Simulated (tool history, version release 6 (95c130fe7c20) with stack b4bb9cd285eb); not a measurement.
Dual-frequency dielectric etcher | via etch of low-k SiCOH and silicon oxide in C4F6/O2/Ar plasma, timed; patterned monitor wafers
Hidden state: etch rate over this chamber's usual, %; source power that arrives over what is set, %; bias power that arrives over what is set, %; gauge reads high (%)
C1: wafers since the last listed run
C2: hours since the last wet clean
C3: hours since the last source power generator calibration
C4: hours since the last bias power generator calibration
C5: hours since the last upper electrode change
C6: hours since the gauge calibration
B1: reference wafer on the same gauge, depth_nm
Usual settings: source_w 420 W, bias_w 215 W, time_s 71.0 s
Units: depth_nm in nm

{"run": 1, "day": 0.0, "source_w": 420, "bias_w": 215, "time_s": 71.0, "C1": 0, "C2": 190.8, "C3": 5096.8, "C4": 1889.4, "C5": 3076.9, "C6": 70.6, "B1": 210.9, "depth_nm": 227.1}
{"run": 2, "day": 0.383, "source_w": 420, "bias_w": 215, "time_s": 71.0, "C1": 75, "C2": 200.0, "C3": 5106.0, "C4": 1898.6, "C5": 3086.1, "C6": 79.8, "B1": 210.8, "depth_nm": 228.2}
{"run": 3, "day": 0.817, "source_w": 420, "bias_w": 215, "time_s": 71.0, "C1": 85, "C2": 210.4, "C3": 5116.4, "C4": 1909.0, "C5": 3096.5, "C6": 90.2, "B1": 211.0, "depth_nm": 229.0}
{"run": 4, "day": 1.462, "source_w": 420, "bias_w": 215, "time_s": 76.0, "C1": 126, "C2": 225.9, "C3": 5131.9, "C4": 1924.5, "C5": 3112.0, "C6": 105.7, "B1": 211.0, "depth_nm": 247.6}
{"run": 5, "day": 1.712, "source_w": 420, "bias_w": 215, "time_s": 76.0, "C1": 49, "C2": 231.9, "C3": 5137.9, "C4": 1930.5, "C5": 3118.0, "C6": 111.7, "B1": 210.8, "depth_nm": 245.3}
{"run": 6, "day": 2.171, "source_w": 420, "bias_w": 215, "time_s": 76.0, "C1": 90, "C2": 242.9, "C3": 5148.9, "C4": 1941.5, "C5": 3129.0, "C6": 122.7, "B1": 210.8, "depth_nm": 247.2}
{"run": 7, "day": 2.654, "source_w": 380, "bias_w": 215, "time_s": 71.0, "C1": 95, "C2": 254.5, "C3": 5160.5, "C4": 1953.1, "C5": 3140.6, "C6": 134.3, "B1": 210.6, "depth_nm": 224.9}
{"run": 8, "day": 3.371, "source_w": 380, "bias_w": 215, "time_s": 71.0, "C1": 140, "C2": 271.7, "C3": 5177.7, "C4": 1970.3, "C5": 3157.8, "C6": 151.5, "B1": 211.1, "depth_nm": 226.1}
{"run": 9, "day": 3.967, "source_w": 420, "bias_w": 249, "time_s": 71.0, "C1": 117, "C2": 286.0, "C3": 5192.0, "C4": 1984.6, "C5": 3172.1, "C6": 165.8, "B1": 211.3, "depth_nm": 243.1}
{"day": 4.308, "done": "bias power generator calibrated"}
{"run": 10, "day": 4.329, "source_w": 420, "bias_w": 249, "time_s": 71.0, "C1": 38, "C2": 294.7, "C3": 5200.7, "C4": 0.5, "C5": 3180.8, "C6": 174.5, "B1": 211.1, "depth_nm": 241.6}
{"run": 11, "day": 4.612, "source_w": 420, "bias_w": 249, "time_s": 71.0, "C1": 55, "C2": 301.5, "C3": 5207.5, "C4": 7.3, "C5": 3187.6, "C6": 181.3, "B1": 211.1, "depth_nm": 242.7}
{"run": 12, "day": 5.321, "source_w": 420, "bias_w": 215, "time_s": 71.0, "C1": 139, "C2": 318.5, "C3": 5224.5, "C4": 24.3, "C5": 3204.6, "C6": 198.3, "B1": 210.8, "depth_nm": 233.0}
{"run": 13, "day": 5.704, "source_w": 420, "bias_w": 215, "time_s": 71.0, "C1": 75, "C2": 327.7, "C3": 5233.7, "C4": 33.5, "C5": 3213.8, "C6": 207.5, "B1": 211.1, "depth_nm": 229.8}
{"day": 6.004, "done": "gauge calibrated"}
{"run": 14, "day": 6.017, "source_w": 420, "bias_w": 215, "time_s": 54.5, "C1": 61, "C2": 335.2, "C3": 5241.2, "C4": 41.0, "C5": 3221.3, "C6": 0.3, "B1": 211.0, "depth_nm": 178.8}
{"run": 15, "day": 6.579, "source_w": 450, "bias_w": 215, "time_s": 59.5, "C1": 110, "C2": 348.7, "C3": 5254.7, "C4": 54.5, "C5": 3234.8, "C6": 13.8, "B1": 211.2, "depth_nm": 197.9}
{"run": 16, "day": 6.9, "source_w": 370, "bias_w": 167, "time_s": 63.0, "C1": 63, "C2": 356.4, "C3": 5262.4, "C4": 62.2, "C5": 3242.5, "C6": 21.5, "B1": 210.7, "depth_nm": 189.6}
{"day": 8.362, "done": "upper electrode replaced, of another model than before"}
{"day": 8.538, "done": "source power generator calibrated"}
{"day": 8.788, "done": "wet clean of the chamber"}
{"run": 17, "day": 8.808, "source_w": 340, "bias_w": 255, "time_s": 50.0, "C1": 96, "C2": 0.5, "C3": 6.5, "C4": 108.0, "C5": 10.7, "C6": 67.3, "B1": 210.9, "depth_nm": 162.3}
{"run": 18, "day": 8.825, "source_w": 340, "bias_w": 215, "time_s": 79.5, "C1": 3, "C2": 0.9, "C3": 6.9, "C4": 108.4, "C5": 11.1, "C6": 67.7, "B1": 210.6, "depth_nm": 239.9}
{"run": 19, "day": 8.838, "source_w": 510, "bias_w": 189, "time_s": 82.0, "C1": 2, "C2": 1.2, "C3": 7.2, "C4": 108.7, "C5": 11.4, "C6": 68.0, "B1": 211.3, "depth_nm": 247.4}
{"run": 20, "day": 9.0, "source_w": 340, "bias_w": 263, "time_s": 61.5, "C1": 31, "C2": 5.1, "C3": 11.1, "C4": 112.6, "C5": 15.3, "C6": 71.9, "B1": 211.3, "depth_nm": 202.2}
{"run": 21, "day": 9.529, "source_w": 420, "bias_w": 215, "time_s": 60.5, "C1": 104, "C2": 17.8, "C3": 23.8, "C4": 125.3, "C5": 28.0, "C6": 84.6, "B1": 210.7, "depth_nm": 187.8}
{"run": 22, "day": 9.833, "source_w": 340, "bias_w": 191, "time_s": 84.0, "C1": 59, "C2": 25.1, "C3": 31.1, "C4": 132.6, "C5": 35.3, "C6": 91.9, "B1": 210.9, "depth_nm": 244.5}
{"run": 23, "day": 10.104, "source_w": 420, "bias_w": 215, "time_s": 71.0, "C1": 53, "C2": 31.6, "C3": 37.6, "C4": 139.1, "C5": 41.8, "C6": 98.4, "B1": 211.0, "depth_nm": 220.3}
{"run": 24, "day": 10.608, "source_w": 520, "bias_w": 215, "time_s": 86.5, "C1": 99, "C2": 43.7, "C3": 49.7, "C4": 151.2, "C5": 53.9, "C6": 110.5, "B1": 210.8, "depth_nm": 274.9}
{"run": 25, "day": 10.954, "source_w": 370, "bias_w": 188, "time_s": 61.0, "C1": 67, "C2": 52.0, "C3": 58.0, "C4": 159.5, "C5": 62.2, "C6": 118.8, "B1": 211.1, "depth_nm": 178.2}
{"run": 26, "day": 11.575, "source_w": 420, "bias_w": 215, "time_s": 71.0, "C1": 122, "C2": 66.9, "C3": 72.9, "C4": 174.4, "C5": 77.1, "C6": 133.7, "B1": 210.8, "depth_nm": 221.6}
{"run": 27, "day": 11.967, "source_w": 420, "bias_w": 215, "time_s": 71.0, "C1": 76, "C2": 76.3, "C3": 82.3, "C4": 183.8, "C5": 86.5, "C6": 143.1, "B1": 211.1, "depth_nm": 221.8}

5 ways to go on from here, each from the tool as it stands after run 27. What would each give?
{"run": "A", "day": 11.983, "source_w": 460, "bias_w": 215, "time_s": 71.0, "C1": 3, "C2": 76.7, "C3": 82.7, "C4": 184.2, "C5": 86.9, "C6": 143.5, "B1": "?", "depth_nm": "?"}
{"run": "B", "day": 11.983, "source_w": 510, "bias_w": 215, "time_s": 49.5, "C1": 3, "C2": 76.7, "C3": 82.7, "C4": 184.2, "C5": 86.9, "C6": 143.5, "B1": "?", "depth_nm": "?"}
{"run": "C", "day": 11.983, "source_w": 420, "bias_w": 172, "time_s": 49.5, "C1": 3, "C2": 76.7, "C3": 82.7, "C4": 184.2, "C5": 86.9, "C6": 143.5, "B1": "?", "depth_nm": "?"}
{"run": "D", "day": 11.983, "source_w": 420, "bias_w": 180, "time_s": 79.0, "C1": 3, "C2": 76.7, "C3": 82.7, "C4": 184.2, "C5": 86.9, "C6": 143.5, "B1": "?", "depth_nm": "?"}
{"run": "E", "day": 11.983, "source_w": 420, "bias_w": 194, "time_s": 61.5, "C1": 3, "C2": 76.7, "C3": 82.7, "C4": 184.2, "C5": 86.9, "C6": 143.5, "B1": "?", "depth_nm": "?"}

run=A B1=211.1 depth_nm=224.9
run=B B1=211.1 depth_nm=158.9
run=C B1=211.1 depth_nm=141.2
run=D B1=211.1 depth_nm=229.7
run=E B1=211.1 depth_nm=184.5
Without the tool's hidden state the same runs would have given:
run=A depth_nm=223.5
run=B depth_nm=157.9
run=C depth_nm=140.3
run=D depth_nm=228.2
run=E depth_nm=183.4
